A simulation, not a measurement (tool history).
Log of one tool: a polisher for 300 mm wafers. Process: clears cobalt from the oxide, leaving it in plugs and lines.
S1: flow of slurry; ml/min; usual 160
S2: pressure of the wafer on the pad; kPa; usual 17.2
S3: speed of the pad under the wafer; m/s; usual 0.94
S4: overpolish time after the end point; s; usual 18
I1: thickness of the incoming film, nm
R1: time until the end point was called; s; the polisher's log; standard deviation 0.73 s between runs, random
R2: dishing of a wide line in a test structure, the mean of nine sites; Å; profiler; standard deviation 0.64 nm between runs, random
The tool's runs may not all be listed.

run 1 hour=0 | S1=160 S2=19.3 S3=0.94 S4=18 | I1=377.3 | R1=67.7 R2=448
-- hour=63.9 worn pad replaced by a new one
run 2 hour=70.4 | S1=160 S2=19.3 S3=0.94 S4=18 | I1=378.1 | R1=69.7 R2=455
run 3 hour=141.7 | S1=160 S2=17.2 S3=0.94 S4=18 | I1=385.3 | R1=76.4 R2=424
run 4 hour=185.5 | S1=160 S2=17.2 S3=0.94 S4=18 | I1=378.3 | R1=77.4 R2=429
-- hour=197.3 worn pad replaced by a new one
run 5 hour=234.6 | S1=160 S2=17.2 S3=0.94 S4=18 | I1=382.6 | R1=76.6 R2=425
run 6 hour=260.2 | S1=160 S2=17.2 S3=0.94 S4=18 | I1=377.5 | R1=76.8 R2=432
-- hour=314.5 worn pad replaced by a new one
run 7 hour=328.8 | S1=160 S2=19.3 S3=0.94 S4=25 | I1=380.2 | R1=70.4 R2=486
-- hour=355.6 head pressure recalibrated
run 8 hour=357.7 | S1=140 S2=12.4 S3=0.66 S4=12 | I1=376.6 | R1=141.6 R2=234

Run 9 comes next. What will it give?
-- hour=386.1 slurry nozzle cleaned
run 9 hour=411.6 | S1=130 S2=11.7 S3=0.68 S4=18 | I1=379.6 | R1=? R2=?

R1: 161.5 s
R2: 286 Å
With the hidden condition absent and the run-to-run variation left alone, this run would have shown R1 133.7 s, R2 326 Å.
